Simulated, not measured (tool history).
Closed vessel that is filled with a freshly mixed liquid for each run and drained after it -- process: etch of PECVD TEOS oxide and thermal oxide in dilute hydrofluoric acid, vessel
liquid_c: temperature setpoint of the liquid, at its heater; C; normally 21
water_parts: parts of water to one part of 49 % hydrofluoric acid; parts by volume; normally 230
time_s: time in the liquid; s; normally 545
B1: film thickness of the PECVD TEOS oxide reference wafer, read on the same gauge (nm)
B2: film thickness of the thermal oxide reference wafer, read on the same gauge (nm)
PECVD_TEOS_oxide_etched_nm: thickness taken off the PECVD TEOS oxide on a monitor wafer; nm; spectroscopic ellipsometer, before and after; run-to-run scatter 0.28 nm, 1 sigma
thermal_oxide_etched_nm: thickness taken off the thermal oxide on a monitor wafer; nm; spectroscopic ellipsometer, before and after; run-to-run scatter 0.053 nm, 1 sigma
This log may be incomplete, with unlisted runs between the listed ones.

run 1 hour=0 | liquid_c=21 water_parts=230 time_s=545 | B1=60 B2=129.98 | PECVD_TEOS_oxide_etched_nm=28.53 thermal_oxide_etched_nm=8.43
run 2 hour=20 | liquid_c=21 water_parts=230 time_s=545 | B1=59.98 B2=130.04 | PECVD_TEOS_oxide_etched_nm=28.1 thermal_oxide_etched_nm=8.37
run 3 hour=33.1 | liquid_c=21 water_parts=230 time_s=545 | B1=59.98 B2=129.98 | PECVD_TEOS_oxide_etched_nm=28.45 thermal_oxide_etched_nm=8.43
run 4 hour=62.9 | liquid_c=21 water_parts=230 time_s=545 | B1=59.96 B2=129.99 | PECVD_TEOS_oxide_etched_nm=27.93 thermal_oxide_etched_nm=8.43
run 5 hour=92.8 | liquid_c=21 water_parts=230 time_s=545 | B1=59.99 B2=130.05 | PECVD_TEOS_oxide_etched_nm=28.27 thermal_oxide_etched_nm=8.5
-- hour=98.4 thermometer replaced
run 6 hour=110.8 | liquid_c=21 water_parts=230 time_s=430 | B1=59.99 B2=130.01 | PECVD_TEOS_oxide_etched_nm=24.85 thermal_oxide_etched_nm=7.21
run 7 hour=129.9 | liquid_c=21 water_parts=230 time_s=430 | B1=59.98 B2=129.97 | PECVD_TEOS_oxide_etched_nm=24.26 thermal_oxide_etched_nm=7.22
run 8 hour=146.4 | liquid_c=21 water_parts=230 time_s=430 | B1=60.01 B2=130.02 | PECVD_TEOS_oxide_etched_nm=24.31 thermal_oxide_etched_nm=7.25
run 9 hour=181.1 | liquid_c=21 water_parts=230 time_s=545 | B1=59.97 B2=129.93 | PECVD_TEOS_oxide_etched_nm=31.08 thermal_oxide_etched_nm=9.15
run 10 hour=199.3 | liquid_c=18 water_parts=265 time_s=545 | B1=59.99 B2=130 | PECVD_TEOS_oxide_etched_nm=23.16 thermal_oxide_etched_nm=6.9
run 11 hour=218.6 | liquid_c=21 water_parts=230 time_s=315 | B1=59.99 B2=129.98 | PECVD_TEOS_oxide_etched_nm=18 thermal_oxide_etched_nm=5.29
run 12 hour=249.6 | liquid_c=21 water_parts=230 time_s=545 | B1=60 B2=130.01 | PECVD_TEOS_oxide_etched_nm=30.48 thermal_oxide_etched_nm=9.21
run 13 hour=266.3 | liquid_c=18.5 water_parts=230 time_s=330 | B1=60 B2=130.04 | PECVD_TEOS_oxide_etched_nm=17.13 thermal_oxide_etched_nm=5.08
run 14 hour=336.2 | liquid_c=21 water_parts=230 time_s=545 | B1=60.01 B2=130.05 | PECVD_TEOS_oxide_etched_nm=30.7 thermal_oxide_etched_nm=9.17
run 15 hour=354.3 | liquid_c=19.5 water_parts=230 time_s=270 | B1=60.02 B2=129.93 | PECVD_TEOS_oxide_etched_nm=14.12 thermal_oxide_etched_nm=4.26
-- hour=365.7 gauge calibrated
-- hour=378.1 hydrofluoric acid flow meter replaced
run 16 hour=389.3 | liquid_c=21 water_parts=320 time_s=545 | B1=60 B2=130 | PECVD_TEOS_oxide_etched_nm=18.57 thermal_oxide_etched_nm=5.5
run 17 hour=408.4 | liquid_c=21 water_parts=325 time_s=760 | B1=60 B2=129.98 | PECVD_TEOS_oxide_etched_nm=25.3 thermal_oxide_etched_nm=7.54
run 18 hour=421.6 | liquid_c=21 water_parts=230 time_s=545 | B1=60 B2=130.03 | PECVD_TEOS_oxide_etched_nm=28.17 thermal_oxide_etched_nm=8.44
run 19 hour=439.5 | liquid_c=21 water_parts=230 time_s=545 | B1=60.02 B2=130.04 | PECVD_TEOS_oxide_etched_nm=27.98 thermal_oxide_etched_nm=8.42
run 20 hour=469.7 | liquid_c=21 water_parts=230 time_s=545 | B1=60 B2=130.02 | PECVD_TEOS_oxide_etched_nm=27.78 thermal_oxide_etched_nm=8.35
run 21 hour=488.3 | liquid_c=22.5 water_parts=280 time_s=710 | B1=59.98 B2=129.97 | PECVD_TEOS_oxide_etched_nm=30.31 thermal_oxide_etched_nm=9.02
run 22 hour=519 | liquid_c=21 water_parts=230 time_s=545 | B1=59.99 B2=130.03 | PECVD_TEOS_oxide_etched_nm=28.11 thermal_oxide_etched_nm=8.45
run 23 hour=547.2 | liquid_c=19 water_parts=150 time_s=225 | B1=59.98 B2=129.95 | PECVD_TEOS_oxide_etched_nm=17.74 thermal_oxide_etched_nm=5.3
run 24 hour=577.1 | liquid_c=23.5 water_parts=190 time_s=265 | B1=60.02 B2=130.02 | PECVD_TEOS_oxide_etched_nm=19.08 thermal_oxide_etched_nm=5.67
run 25 hour=592.2 | liquid_c=21 water_parts=230 time_s=545 | B1=60.01 B2=129.96 | PECVD_TEOS_oxide_etched_nm=27.77 thermal_oxide_etched_nm=8.34

List, for all runs, the conditions of the tool that the log does not record:
gauge reads high (%): 0 at every run
H1: liquid colder than its thermometer reads (K)
H2: hydrofluoric acid flow above the setpoint (%)
run=1 H1=2.42 H2=6.58
run=2 H1=2.46 H2=6.7
run=3 H1=2.49 H2=6.77
run=4 H1=2.56 H2=6.95
run=5 H1=2.62 H2=7.13
run=6 H1=0.34 H2=7.23
run=7 H1=0.383 H2=7.35
run=8 H1=0.42 H2=7.45
run=9 H1=0.497 H2=7.65
run=10 H1=0.538 H2=7.76
run=11 H1=0.581 H2=7.87
run=12 H1=0.65 H2=8.06
run=13 H1=0.688 H2=8.16
run=14 H1=0.844 H2=8.57
run=15 H1=0.884 H2=8.68
run=16 H1=0.963 H2=1.39
run=17 H1=1.01 H2=1.5
run=18 H1=1.03 H2=1.58
run=19 H1=1.07 H2=1.69
run=20 H1=1.14 H2=1.86
run=21 H1=1.18 H2=1.97
run=22 H1=1.25 H2=2.16
run=23 H1=1.32 H2=2.32
run=24 H1=1.38 H2=2.5
run=25 H1=1.42 H2=2.59
